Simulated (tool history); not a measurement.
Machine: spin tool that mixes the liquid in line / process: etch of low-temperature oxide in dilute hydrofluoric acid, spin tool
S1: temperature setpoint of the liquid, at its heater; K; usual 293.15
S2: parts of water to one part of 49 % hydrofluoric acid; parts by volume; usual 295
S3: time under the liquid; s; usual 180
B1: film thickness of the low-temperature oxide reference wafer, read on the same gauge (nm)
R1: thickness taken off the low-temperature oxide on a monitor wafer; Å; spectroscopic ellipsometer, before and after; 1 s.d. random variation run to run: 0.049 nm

run	day	S1	S2	S3	B1	R1
1	0.000	293.15	295	180	50.00	96.5
2	1.954	293.15	295	180	50.00	97.3
3	4.596	293.15	295	180	50.00	97.4
4	7.583	293.15	295	180	50.01	97.4
5	9.804	293.15	295	180	49.98	97.3
6	12.296	293.15	295	180	50.00	96.9
# day 13.217: thermometer replaced
7	14.775	293.15	295	180	50.01	98.5
8	17.625	293.15	295	180	50.01	97.9
9	18.721	294.65	355	180	49.99	81.2
# day 19.608: gauge calibrated
# day 20.475: hydrofluoric acid flow meter replaced
10	21.488	293.15	295	180	49.99	93.2
11	22.771	293.15	295	180	49.99	93.7
12	25.208	296.65	295	225	49.99	132.4
13	26.275	296.15	225	285	50.00	231.7
14	28.092	293.15	295	150	50.01	78.1
15	30.842	291.15	205	150	50.00	113.7
16	32.333	291.65	255	210	50.00	124.8
17	33.875	293.15	295	180	49.99	94.1
18	36.142	293.15	220	215	50.02	161.7
19	39.129	290.65	295	180	49.99	85.7

Run-by-run hidden state of the tool:
liquid colder than its thermometer reads (K): 0 in every run
gauge reads high (%): 0 in every run
H1: hydrofluoric acid flow above the setpoint (%)
run	H1
1	3.3
2	3.41
3	3.56
4	3.72
5	3.84
6	3.98
7	4.12
8	4.28
9	4.34
10	0.299
11	0.37
12	0.504
13	0.563
14	0.664
15	0.815
16	0.897
17	0.982
18	1.11
19	1.27

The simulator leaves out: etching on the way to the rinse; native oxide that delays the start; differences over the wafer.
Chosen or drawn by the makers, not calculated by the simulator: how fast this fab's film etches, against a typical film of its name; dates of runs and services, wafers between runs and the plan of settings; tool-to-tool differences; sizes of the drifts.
